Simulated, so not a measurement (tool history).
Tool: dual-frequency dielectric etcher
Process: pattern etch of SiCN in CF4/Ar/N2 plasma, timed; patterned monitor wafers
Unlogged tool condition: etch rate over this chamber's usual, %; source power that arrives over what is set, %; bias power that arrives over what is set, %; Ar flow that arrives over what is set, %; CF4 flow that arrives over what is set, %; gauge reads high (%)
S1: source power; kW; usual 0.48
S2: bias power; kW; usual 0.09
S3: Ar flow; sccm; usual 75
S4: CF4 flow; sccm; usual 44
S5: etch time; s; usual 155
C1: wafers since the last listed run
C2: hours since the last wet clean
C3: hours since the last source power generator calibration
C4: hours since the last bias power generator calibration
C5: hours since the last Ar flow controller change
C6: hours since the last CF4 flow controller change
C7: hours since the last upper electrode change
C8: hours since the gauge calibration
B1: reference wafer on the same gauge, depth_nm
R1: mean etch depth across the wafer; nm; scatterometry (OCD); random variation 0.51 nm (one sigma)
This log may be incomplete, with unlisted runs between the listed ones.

| run | day | S1 | S2 | S3 | S4 | S5 | C1 | C2 | C3 | C4 | C5 | C6 | C7 | C8 | B1 | R1 |
|---|---|---|---|---|---|---|---|---|---|---|---|---|---|---|---|---|
| 1 | 0 | 0.48 | 0.09 | 75 | 44 | 155 | 0 | 259.2 | 3428.4 | 3457.9 | 3081.2 | 5108.3 | 5627.7 | 88.9 | 177.8 | 147.6 |
| 2 | 0.512 | 0.48 | 0.09 | 75 | 44 | 155 | 125 | 271.5 | 3440.7 | 3470.2 | 3093.5 | 5120.6 | 5640 | 101.2 | 177.9 | 148 |
| 3 | 1.7 | 0.48 | 0.09 | 75 | 44 | 155 | 290 | 300 | 3469.2 | 3498.7 | 3122 | 5149.1 | 5668.5 | 129.7 | 178.1 | 147.4 |
| 4 | 2.4 | 0.48 | 0.09 | 75 | 44 | 155 | 171 | 316.8 | 3486 | 3515.5 | 3138.8 | 5165.9 | 5685.3 | 146.5 | 177.8 | 147.5 |
|  | 3.283 | gauge calibrated |
| 5 | 3.65 | 0.48 | 0.09 | 75 | 44 | 155 | 306 | 346.8 | 3516 | 3545.5 | 3168.8 | 5195.9 | 5715.3 | 8.8 | 178 | 145.8 |
|  | 4.475 | CF4 flow controller replaced |
|  | 5.592 | wet clean of the chamber |
| 6 | 5.612 | 0.48 | 0.09 | 75 | 44 | 155 | 174 | 0.5 | 3563.1 | 3592.6 | 3215.9 | 27.3 | 5762.4 | 55.9 | 178.1 | 152.8 |
| 7 | 5.983 | 0.48 | 0.09 | 75 | 44 | 155 | 90 | 9.4 | 3572 | 3601.5 | 3224.8 | 36.2 | 5771.3 | 64.8 | 178 | 152.6 |
|  | 7.212 | Ar flow controller replaced |
|  | 7.5 | upper electrode replaced |
| 8 | 7.521 | 0.48 | 0.09 | 75 | 44 | 155 | 245 | 46.3 | 3608.9 | 3638.4 | 7.4 | 73.1 | 0.5 | 101.7 | 178 | 151.5 |
| 9 | 7.933 | 0.48 | 0.09 | 75 | 44 | 155 | 101 | 56.2 | 3618.8 | 3648.3 | 17.3 | 83 | 10.4 | 111.6 | 177.9 | 151.5 |
| 10 | 8.579 | 0.48 | 0.09 | 75 | 44 | 155 | 158 | 71.7 | 3634.3 | 3663.8 | 32.8 | 98.5 | 25.9 | 127.1 | 178.1 | 151.2 |
| 11 | 9.279 | 0.48 | 0.09 | 89 | 44 | 155 | 171 | 88.5 | 3651.1 | 3680.6 | 49.6 | 115.3 | 42.7 | 143.9 | 178.1 | 148.1 |
|  | 9.921 | bias power generator calibrated |
| 12 | 10.1 | 0.59 | 0.09 | 81 | 37 | 200.5 | 160 | 108.2 | 3670.8 | 4.3 | 69.3 | 135 | 62.4 | 163.6 | 178.1 | 223.9 |
|  | 10.292 | source power generator calibrated |
|  | 10.479 | gauge calibrated |
| 13 | 10.633 | 0.48 | 0.09 | 75 | 44 | 167.5 | 89 | 121 | 8.2 | 17.1 | 82.1 | 147.8 | 75.2 | 3.7 | 178 | 162.4 |
| 14 | 11.804 | 0.48 | 0.084 | 89 | 49 | 127 | 286 | 149.1 | 36.3 | 45.2 | 110.2 | 175.9 | 103.3 | 31.8 | 178 | 119.6 |
| 15 | 12.588 | 0.58 | 0.081 | 75 | 44 | 155 | 191 | 167.9 | 55.1 | 64 | 129 | 194.7 | 122.1 | 50.6 | 177.9 | 170 |
| 16 | 13.162 | 0.59 | 0.106 | 75 | 44 | 141 | 140 | 181.7 | 68.9 | 77.8 | 142.8 | 208.5 | 135.9 | 64.4 | 177.9 | 171.5 |

Pick out some run-to-run changes in R1. Of each, how much would a tool without hidden state show as well, from the settings, what came in and chance, and how much is left for the hidden state and any gauge scatter not in both results compared?
Run 5 -> 6: CF4 flow controller replaced, wet clean of the chamber. R1 +7 nm: hidden state +5.9, all else +1.1.
Run 11 -> 12: S1 0.48 -> 0.59, S3 89 -> 81, S4 44 -> 37, S5 155 -> 200.5, bias power generator calibrated. R1 +75.8 nm: hidden state -1.6, all else +77.4.

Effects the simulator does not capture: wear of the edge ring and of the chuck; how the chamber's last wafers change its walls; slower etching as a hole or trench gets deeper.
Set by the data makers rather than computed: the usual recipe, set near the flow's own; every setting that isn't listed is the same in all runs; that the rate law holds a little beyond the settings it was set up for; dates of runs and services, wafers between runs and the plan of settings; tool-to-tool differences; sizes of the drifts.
